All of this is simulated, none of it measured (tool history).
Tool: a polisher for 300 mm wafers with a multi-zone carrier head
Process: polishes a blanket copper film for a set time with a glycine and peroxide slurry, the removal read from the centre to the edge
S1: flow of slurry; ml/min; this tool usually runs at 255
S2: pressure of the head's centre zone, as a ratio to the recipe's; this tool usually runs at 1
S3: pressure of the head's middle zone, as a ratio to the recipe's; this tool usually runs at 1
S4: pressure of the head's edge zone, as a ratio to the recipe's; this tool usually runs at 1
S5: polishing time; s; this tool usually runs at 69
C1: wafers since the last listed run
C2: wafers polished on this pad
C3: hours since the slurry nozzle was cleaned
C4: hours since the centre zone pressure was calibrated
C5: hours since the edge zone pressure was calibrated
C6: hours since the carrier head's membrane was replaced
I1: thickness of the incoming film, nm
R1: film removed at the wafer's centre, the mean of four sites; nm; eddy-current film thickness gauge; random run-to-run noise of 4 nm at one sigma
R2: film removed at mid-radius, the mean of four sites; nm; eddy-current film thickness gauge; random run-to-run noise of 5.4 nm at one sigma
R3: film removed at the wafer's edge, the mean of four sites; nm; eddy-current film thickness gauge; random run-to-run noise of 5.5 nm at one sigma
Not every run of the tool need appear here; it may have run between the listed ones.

run,day,S1,S2,S3,S4,S5,C1,C2,C3,C4,C5,C6,I1,R1,R2,R3
1,0,255,1.03,1,1.03,69,0,301,630.8,943.7,448.1,2164.8,2026.1,437.4,387.6,400.2
# day 0.325: carrier head's membrane replaced by a new one
2,3.442,255,1.03,1,1.03,69,634,936,713.4,1026.3,530.7,74.8,2032.9,438.7,392.7,393.3
3,4,185,1,1,1,69,109,1045,726.8,1039.7,544.1,88.2,2007.8,404.8,360.3,372.7
# day 4.267: worn pad replaced by a new one
4,5.162,255,1,1,1,69,195,175,754.7,1067.6,572,116.1,2050.6,425.7,382.3,380.2
5,6.375,255,1,1,1,69,237,413,783.8,1096.7,601.1,145.2,2055.7,425,392,379.2
6,7.142,255,1.06,1,1,69,150,564,802.2,1115.1,619.5,163.6,2036,454,386.3,390
# day 7.212: slurry nozzle cleaned
7,7.908,255,1,1,1,69,142,706,16.7,1133.5,637.9,182,2029.2,427.5,394.4,389.1
8,9.292,300,1,1,1,82,271,977,49.9,1166.7,671.1,215.2,2049.7,517.8,478.5,468.8
9,10.204,255,1,1,1.04,92,179,1157,71.8,1188.6,693,237.1,2022.5,573.4,517.4,529
# day 10.846: worn pad replaced by a new one
10,10.867,295,1.1,1.06,1,82,97,4,87.7,1204.5,708.9,253,2059.2,574,488.6,457.8
11,11.788,255,1,1,1.08,59,180,185,109.8,1226.6,731,275.1,2021.2,367.3,341.9,343.1
12,12.467,255,0.92,1.05,0.92,62,133,318,126.1,1242.9,747.3,291.4,2063.4,354.4,369.7,334.7
13,13.608,255,1.05,1.07,0.91,69,224,542,153.5,1270.3,774.7,318.8,2035.1,442,408.5,367.1
# day 14.512: edge zone pressure recalibrated
14,15.104,325,1,1,0.9,69,277,819,189.4,1306.2,14.2,354.7,2054.6,428.9,397.4,369
# day 15.988: centre zone pressure recalibrated
15,16.038,255,1,1,1,69,166,986,211.8,1.2,36.6,377.1,2052.8,388,387,387.5
16,17.346,255,1,1,1,69,256,1243,243.2,32.6,68,408.5,2031.4,386.1,401.1,388.3
# day 18.071: worn pad replaced by a new one
17,18.662,255,0.95,1,1.1,69,225,115,274.8,64.2,99.6,440.1,2007.2,369.3,392.9,405.9
18,19.479,255,1,1.11,1,69,160,276,294.4,83.8,119.2,459.7,2053,392.1,433.8,378.7
19,20.692,255,0.93,1,1,69,237,514,323.5,112.9,148.3,488.8,2031.1,368.6,388.2,394
20,21.821,255,0.96,1.04,1,69,221,735,350.6,140,175.4,515.9,2013.6,381,403,389.5
21,22.562,255,1,1,1,69,145,881,368.4,157.8,193.2,533.7,2024.6,405,387.6,378.1

For each entry between runs, how does the tool's hidden state at the last listed run before it compare with that at the first listed run after it?
In the gap between runs 1 and 2: carrier head's membrane replaced by a new one (day 0.325)
  deviation of the centre zone's pressure from its setpoint, %: 8.85 -> 9.07
  measured result minus the result with no hidden state, R1: +35.7 -> +36.7 nm
In the gap between runs 3 and 4: worn pad replaced by a new one (day 4.267)
  deviation of the centre zone's pressure from its setpoint, %: 9.1 -> 9.17
  measured result minus the result with no hidden state, R1: +34 -> +36 nm
In the gap between runs 6 and 7: slurry nozzle cleaned (day 7.212)
  deviation of the centre zone's pressure from its setpoint, %: 9.26 -> 9.3
  measured result minus the result with no hidden state, R1: +38.6 -> +36.7 nm
In the gap between runs 9 and 10: worn pad replaced by a new one (day 10.846)
  deviation of the centre zone's pressure from its setpoint, %: 9.39 -> 9.42
  measured result minus the result with no hidden state, R1: +49.5 -> +49.4 nm
In the gap between runs 13 and 14: edge zone pressure recalibrated (day 14.512)
  deviation of the centre zone's pressure from its setpoint, %: 9.51 -> 9.55
  measured result minus the result with no hidden state, R1: +38.5 -> +37.7 nm
In the gap between runs 14 and 15: centre zone pressure recalibrated (day 15.988)
  deviation of the centre zone's pressure from its setpoint, %: 9.55 -> -1.06
  measured result minus the result with no hidden state, R1: +37.7 -> -4.2 nm
In the gap between runs 16 and 17: worn pad replaced by a new one (day 18.071)
  deviation of the centre zone's pressure from its setpoint, %: -0.104 -> 0.788
  measured result minus the result with no hidden state, R1: -0.4 -> +2.9 nm

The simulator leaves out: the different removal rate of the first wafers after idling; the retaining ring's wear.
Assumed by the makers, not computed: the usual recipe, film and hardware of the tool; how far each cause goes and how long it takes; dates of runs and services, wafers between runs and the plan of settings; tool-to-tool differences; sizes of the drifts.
